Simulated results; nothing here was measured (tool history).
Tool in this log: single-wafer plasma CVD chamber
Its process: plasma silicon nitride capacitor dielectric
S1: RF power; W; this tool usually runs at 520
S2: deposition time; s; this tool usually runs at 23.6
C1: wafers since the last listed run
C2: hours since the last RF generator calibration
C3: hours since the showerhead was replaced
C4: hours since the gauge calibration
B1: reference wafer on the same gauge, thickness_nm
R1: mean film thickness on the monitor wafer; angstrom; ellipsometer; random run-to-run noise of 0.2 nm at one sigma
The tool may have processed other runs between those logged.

run,hour,S1,S2,C1,C2,C3,C4,B1,R1
1,0.0,550,25.1,0,1482.9,6187.3,376.2,31.777,425.01
2,53.5,520,20.0,1995,1536.4,6240.8,429.7,31.770,330.46
3,96.0,520,20.0,1585,1578.9,6283.3,472.2,31.827,330.99
4,166.6,520,23.6,2633,1649.5,6353.9,542.8,31.829,388.43
5,228.8,520,23.6,2320,1711.7,6416.1,605.0,31.783,390.49
6,275.9,520,23.6,1756,1758.8,6463.2,652.1,31.808,392.73
7,382.4,520,23.6,3972,1865.3,6569.7,758.6,31.778,390.58
8,431.5,520,23.6,1831,1914.4,6618.8,807.7,31.750,391.59
9,494.3,520,20.9,2342,1977.2,6681.6,870.5,31.780,344.16
10,637.1,520,20.9,5326,2120.0,6824.4,1013.3,31.883,349.45
# hour 688.9: showerhead replaced
11,689.5,520,20.9,1656,2172.4,0.6,1065.7,31.787,345.95
# hour 705.9: RF generator calibrated
12,743.7,495,23.6,1723,37.8,54.8,1119.9,31.875,381.16
13,773.4,495,23.6,1107,67.5,84.5,1149.6,31.825,382.39
14,821.1,575,23.6,1779,115.2,132.2,1197.3,31.873,400.27
15,875.2,545,21.0,2018,169.3,186.3,1251.4,31.792,353.63
16,917.8,520,23.6,1589,211.9,228.9,1294.0,31.822,388.02
17,954.4,550,25.1,1365,248.5,265.5,1330.6,31.713,420.96
# hour 1052.4: gauge calibrated
18,1108.6,470,27.8,5752,402.7,419.7,56.2,31.795,444.25
19,1139.8,470,26.1,1163,433.9,450.9,87.4,31.736,413.51
20,1175.9,520,20.9,1346,470.0,487.0,123.5,31.776,347.20
21,1214.8,420,19.6,1451,508.9,525.9,162.4,31.817,297.71
22,1285.3,520,22.0,2629,579.4,596.4,232.9,31.775,363.57
23,1317.9,520,25.4,1216,612.0,629.0,265.5,31.709,417.39
24,1359.5,520,23.6,1551,653.6,670.6,307.1,31.769,389.51
25,1404.7,470,20.8,1686,698.8,715.8,352.3,31.812,329.26
26,1449.4,520,20.9,1667,743.5,760.5,397.0,31.813,345.23
27,1494.5,520,27.5,1682,788.6,805.6,442.1,31.847,453.03

Each row is a separate what-if for the run after 27, all from the same tool condition, not one after another. Results?
A,1494.9,520,23.6,14,789.0,806.0,442.5,?,?
B,1494.9,445,27.3,14,789.0,806.0,442.5,?,?
C,1494.9,460,19.5,14,789.0,806.0,442.5,?,?
D,1494.9,615,26.8,14,789.0,806.0,442.5,?,?
E,1494.9,590,19.5,14,789.0,806.0,442.5,?,?

run,B1,R1
A,31.908,387.76
B,31.908,423.39
C,31.908,306.21
D,31.908,467.61
E,31.908,335.28
The same runs, with their run-to-run variation unchanged, on a tool lacking any hidden condition would have given:
run,R1
A,387.76
B,423.39
C,306.21
D,467.61
E,335.28
